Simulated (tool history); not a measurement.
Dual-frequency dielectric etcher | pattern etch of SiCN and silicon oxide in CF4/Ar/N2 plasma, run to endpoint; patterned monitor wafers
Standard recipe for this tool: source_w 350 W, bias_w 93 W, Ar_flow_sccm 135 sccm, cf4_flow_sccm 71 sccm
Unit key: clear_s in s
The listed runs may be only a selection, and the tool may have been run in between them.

run,day,source_w,bias_w,Ar_flow_sccm,cf4_flow_sccm,"incoming incoming film thickness, nm",clear_s
1,0.000,350,93,135,71,8.68,13.0
2,0.683,350,93,135,71,8.71,12.9
3,1.192,380,110,135,71,8.64,11.2
# day 2.742: wet clean of the chamber
# day 2.833: source power generator calibrated
# day 3.042: CF4 flow controller replaced
4,3.062,350,93,135,71,8.76,13.0
5,3.079,350,93,135,71,8.68,13.0
6,3.092,350,93,135,71,8.75,13.0
7,3.362,300,107,135,86,8.72,14.5
8,3.842,350,93,135,71,8.75,13.0
# day 5.842: bias power generator calibrated
9,6.033,350,93,135,71,8.64,12.9
10,6.354,280,82,107,71,8.75,16.9
11,6.650,350,93,135,71,8.72,13.2
12,7.083,290,107,135,81,8.72,15.2
13,7.579,350,93,135,71,8.75,13.1
14,7.833,350,93,135,57,8.61,13.3
# day 8.354: Ar flow controller replaced
15,8.375,290,102,159,87,8.82,16.0
16,8.996,350,103,156,71,8.68,12.8
17,9.650,350,93,146,71,8.74,13.2
18,11.558,350,93,135,71,8.70,12.9
19,11.896,400,103,148,57,8.78,11.4
20,12.325,400,77,135,71,8.74,12.0
21,13.600,380,93,146,71,8.70,12.0
22,13.933,350,93,135,71,8.67,13.0

Estimate the outcome of run 23 from the log above:
23,14.412,440,70,135,71,8.68,?

clear_s: 11.0 s
Had the tool carried no hidden state, the very same run would have given clear_s 11.0 s.
